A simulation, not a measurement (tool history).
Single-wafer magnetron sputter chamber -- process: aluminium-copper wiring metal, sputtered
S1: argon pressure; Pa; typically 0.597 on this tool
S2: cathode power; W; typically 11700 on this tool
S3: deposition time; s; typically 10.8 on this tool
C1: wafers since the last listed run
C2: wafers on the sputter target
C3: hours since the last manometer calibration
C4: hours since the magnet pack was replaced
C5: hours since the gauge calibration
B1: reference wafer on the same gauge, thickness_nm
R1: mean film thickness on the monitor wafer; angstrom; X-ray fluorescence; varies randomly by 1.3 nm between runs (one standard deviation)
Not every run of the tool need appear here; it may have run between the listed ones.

{"run": 1, "hour": 0.0, "S1": 0.597, "S2": 11700, "S3": 10.8, "C1": 0, "C2": 3266, "C3": 1493.8, "C4": 12594.7, "C5": 118.3, "B1": 190.043, "R1": 2264.11}
{"run": 2, "hour": 30.0, "S1": 0.597, "S2": 9450, "S3": 9.3, "C1": 794, "C2": 4060, "C3": 1523.8, "C4": 12624.7, "C5": 148.3, "B1": 190.065, "R1": 1679.74}
{"run": 3, "hour": 44.1, "S1": 0.597, "S2": 9450, "S3": 9.3, "C1": 373, "C2": 4433, "C3": 1537.9, "C4": 12638.8, "C5": 162.4, "B1": 189.872, "R1": 1680.33}
{"run": 4, "hour": 72.3, "S1": 0.597, "S2": 9450, "S3": 9.3, "C1": 746, "C2": 5180, "C3": 1566.1, "C4": 12667.0, "C5": 190.6, "B1": 190.172, "R1": 1659.25}
{"run": 5, "hour": 97.7, "S1": 0.597, "S2": 11700, "S3": 10.8, "C1": 672, "C2": 5852, "C3": 1591.5, "C4": 12692.4, "C5": 216.0, "B1": 190.12, "R1": 2260.95}
{"run": 6, "hour": 116.3, "S1": 0.597, "S2": 11700, "S3": 10.8, "C1": 492, "C2": 6345, "C3": 1610.1, "C4": 12711.0, "C5": 234.6, "B1": 190.093, "R1": 2260.92}
{"hour": 148.2, "done": "sputter target and shields replaced"}
{"run": 7, "hour": 149.6, "S1": 0.597, "S2": 11700, "S3": 10.8, "C1": 669, "C2": 37, "C3": 1643.4, "C4": 12744.3, "C5": 267.9, "B1": 190.078, "R1": 2256.07}
{"hour": 169.7, "done": "magnet pack replaced"}
{"run": 8, "hour": 182.4, "S1": 0.82, "S2": 8800, "S3": 9.6, "C1": 656, "C2": 693, "C3": 1676.2, "C4": 12.7, "C5": 300.7, "B1": 190.166, "R1": 1462.07}
{"hour": 196.4, "done": "gauge calibrated"}
{"run": 9, "hour": 201.1, "S1": 0.597, "S2": 12800, "S3": 9.5, "C1": 495, "C2": 1188, "C3": 1694.9, "C4": 31.4, "C5": 4.7, "B1": 189.98, "R1": 2127.04}
{"run": 10, "hour": 220.6, "S1": 0.597, "S2": 9450, "S3": 9.3, "C1": 516, "C2": 1705, "C3": 1714.4, "C4": 50.9, "C5": 24.2, "B1": 190.023, "R1": 1666.62}
{"hour": 230.7, "done": "capacitance manometer re-zeroed and calibrated"}
{"run": 11, "hour": 248.5, "S1": 0.597, "S2": 13800, "S3": 10.2, "C1": 526, "C2": 2231, "C3": 17.8, "C4": 78.8, "C5": 52.1, "B1": 189.929, "R1": 2455.8}
{"run": 12, "hour": 278.8, "S1": 0.804, "S2": 10950, "S3": 9.6, "C1": 802, "C2": 3034, "C3": 48.1, "C4": 109.1, "C5": 82.4, "B1": 190.052, "R1": 1695.99}
{"run": 13, "hour": 302.2, "S1": 0.691, "S2": 9450, "S3": 11.9, "C1": 619, "C2": 3653, "C3": 71.5, "C4": 132.5, "C5": 105.8, "B1": 189.88, "R1": 2056.49}
{"run": 14, "hour": 349.9, "S1": 0.597, "S2": 11700, "S3": 10.8, "C1": 1262, "C2": 4916, "C3": 119.2, "C4": 180.2, "C5": 153.5, "B1": 190.027, "R1": 2277.63}

What if the next run were any one of these 3? Each begins from the tool's condition after run 14:
{"run": "A", "hour": 350.3, "S1": 0.597, "S2": 12900, "S3": 10.8, "C1": 10, "C2": 4927, "C3": 119.6, "C4": 180.6, "C5": 153.9, "B1": "?", "R1": "?"}
{"run": "B", "hour": 350.3, "S1": 0.452, "S2": 12500, "S3": 11.5, "C1": 10, "C2": 4927, "C3": 119.6, "C4": 180.6, "C5": 153.9, "B1": "?", "R1": "?"}
{"run": "C", "hour": 350.3, "S1": 0.597, "S2": 9550, "S3": 12.4, "C1": 10, "C2": 4927, "C3": 119.6, "C4": 180.6, "C5": 153.9, "B1": "?", "R1": "?"}

run=A B1=190.008 R1=2450.77
run=B B1=190.008 R1=2786.89
run=C B1=190.008 R1=2260.55
What these runs would have given with no unlogged condition in the tool:
run=A R1=2450.77
run=B R1=2786.89
run=C R1=2260.55
